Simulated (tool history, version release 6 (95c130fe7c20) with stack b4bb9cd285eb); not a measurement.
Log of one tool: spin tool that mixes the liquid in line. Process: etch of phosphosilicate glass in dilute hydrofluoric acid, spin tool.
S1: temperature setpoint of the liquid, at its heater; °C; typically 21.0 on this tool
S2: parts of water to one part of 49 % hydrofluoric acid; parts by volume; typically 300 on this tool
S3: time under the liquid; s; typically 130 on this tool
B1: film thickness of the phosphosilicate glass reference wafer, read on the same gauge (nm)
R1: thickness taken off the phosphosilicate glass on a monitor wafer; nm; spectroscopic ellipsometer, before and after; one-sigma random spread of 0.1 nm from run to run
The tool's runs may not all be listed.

Run 1, hour 0.0: usual settings but S3 110 s; B1 130.00. Result: R1 16.18 nm.
At hour 14.9: gauge calibrated.
Run 2, hour 139.8: usual settings but S3 105 s; B1 129.96. Result: R1 15.42 nm.
Run 3, hour 210.6: usual settings but S3 105 s; B1 130.00. Result: R1 15.29 nm.
Run 4, hour 241.9: usual settings; B1 130.01. Result: R1 19.02 nm.
Run 5, hour 294.5: usual settings; B1 129.98. Result: R1 18.88 nm.
Run 6, hour 411.6: usual settings but S1 23.5 °C; B1 129.99. Result: R1 20.59 nm.
Run 7, hour 442.8: usual settings; B1 130.01. Result: R1 18.89 nm.
Run 8, hour 472.9: usual settings; B1 130.05. Result: R1 18.85 nm.
Run 9, hour 528.6: usual settings; B1 130.00. Result: R1 18.68 nm.
Run 10, hour 574.3: usual settings; B1 130.06. Result: R1 18.92 nm.
At hour 635.5: hydrofluoric acid flow meter replaced.
Run 11, hour 642.1: usual settings; B1 129.97. Result: R1 18.70 nm.
Run 12, hour 704.6: usual settings; B1 129.98. Result: R1 18.58 nm.
Run 13, hour 764.1: usual settings; B1 130.01. Result: R1 18.64 nm.
Run 14, hour 806.5: usual settings but S1 19.0 °C, S2 185 parts by volume, S3 180 s; B1 130.01. Result: R1 42.58 nm.
At hour 840.9: thermometer replaced.
At hour 854.6: gauge calibrated.
Run 15, hour 860.0: usual settings; B1 130.00. Result: R1 20.34 nm.
Run 16, hour 906.9: usual settings but S1 17.5 °C, S2 370 parts by volume, S3 155 s; B1 130.02. Result: R1 16.53 nm.
Run 17, hour 946.7: usual settings but S2 175 parts by volume, S3 105 s; B1 129.97. Result: R1 31.77 nm.
Run 18, hour 981.4: usual settings but S1 17.0 °C, S3 185 s; B1 130.04. Result: R1 24.91 nm.
Run 19, hour 1047.0: usual settings but S1 17.0 °C, S2 340 parts by volume, S3 55 s; B1 129.96. Result: R1 6.32 nm.
Run 20, hour 1113.8: usual settings; B1 129.98. Result: R1 20.13 nm.
Run 21, hour 1171.9: usual settings but S2 405 parts by volume; B1 130.04. Result: R1 13.49 nm.
Run 22, hour 1220.6: usual settings but S1 24.0 °C; B1 129.97. Result: R1 22.21 nm.
Run 23, hour 1249.6: usual settings but S3 75 s; B1 129.98. Result: R1 11.53 nm.
Run 24, hour 1320.5: usual settings but S1 25.5 °C, S2 230 parts by volume, S3 175 s; B1 130.03. Result: R1 44.19 nm.
Run 25, hour 1365.5: usual settings but S1 25.5 °C, S2 255 parts by volume, S3 200 s; B1 129.99. Result: R1 44.34 nm.
Run 26, hour 1420.4: usual settings; B1 130.01. Result: R1 19.89 nm.
Run 27, hour 1447.8: usual settings but S2 235 parts by volume; B1 130.05. Result: R1 27.08 nm.

4 options for the next run, each taken on its own from the tool as it stands now. Forecast them:
Run A, hour 1448.3: usual settings; B1 ?. Result: R1 ?.
Run B, hour 1448.3: usual settings but S1 22.5 °C; B1 ?. Result: R1 ?.
Run C, hour 1448.3: usual settings but S1 18.0 °C; B1 ?. Result: R1 ?.
Run D, hour 1448.3: usual settings but S1 24.5 °C, S2 355 parts by volume, S3 200 s; B1 ?. Result: R1 ?.

run      B1     R1
  A  130.06  20.13
  B  130.06  21.25
  C  130.06  18.01
  D  130.06  28.15
With no hidden state in the tool, these same runs would have given:
run     R1
  A  20.75
  B  21.89
  C  18.58
  D  28.95
